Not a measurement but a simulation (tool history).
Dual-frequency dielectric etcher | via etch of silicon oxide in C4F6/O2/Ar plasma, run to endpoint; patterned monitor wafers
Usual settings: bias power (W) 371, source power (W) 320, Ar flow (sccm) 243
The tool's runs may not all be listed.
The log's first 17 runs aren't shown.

run	hour	bias power (W)	source power (W)	Ar flow (sccm)	wafers since the last listed run	hours since the last wet clean	hours since the last bias power generator calibration	hours since the last source power generator calibration	hours since the last Ar flow controller change	hours since the last upper electrode change	incoming incoming film thickness, nm	endpoint time (s)
18	476	371	320	243	234	329.6	4841.9	3491.2	1689	233.7	94.9	27
# hour 512.7: Ar flow controller replaced
19	513.2	371	320	243	283	366.8	4879.1	3528.4	0.5	270.9	95	27.3
# hour 533.2: source power generator calibrated
20	538	371	250	285	189	391.6	4903.9	4.8	25.3	295.7	94.9	30.5
21	561.5	295	320	302	213	415.1	4927.4	28.3	48.8	319.2	94.6	28.8
22	626.9	330	320	259	595	480.5	4992.8	93.7	114.2	384.6	94.8	27.7
# hour 669.7: wet clean of the chamber
23	670.2	371	250	285	175	0.5	5036.1	137	157.5	427.9	94.4	30.1
24	670.5	422	320	243	2	0.8	5036.4	137.3	157.8	428.2	94.6	26.2
# hour 679.9: bias power generator calibrated
25	687.6	371	320	208	119	17.9	7.7	154.4	174.9	445.3	95	26.5
26	718.7	444	400	208	282	49	38.8	185.5	206	476.4	94.8	23.4
27	734.9	371	280	243	147	65.2	55	201.7	222.2	492.6	94.8	28.2
28	753.7	425	360	300	171	84	73.8	220.5	241	511.4	95	25.6
29	766.5	414	320	290	116	96.8	86.6	233.3	253.8	524.2	94.2	26.9
30	866.7	371	320	299	911	197	186.8	333.5	354	624.4	94.4	27.5

3 ways to go on from here, each from the tool as it stands after run 30. What would each give?
A	867.1	282	320	243	3	197.4	187.2	333.9	354.4	624.8	94.4	?
B	867.1	371	300	201	3	197.4	187.2	333.9	354.4	624.8	94.4	?
C	867.1	425	320	243	3	197.4	187.2	333.9	354.4	624.8	94.4	?

run	endpoint time (s)
A	28
B	26.7
C	26
Without the tool's hidden state the same runs would have given:
run	endpoint time (s)
A	28
B	26.7
C	26
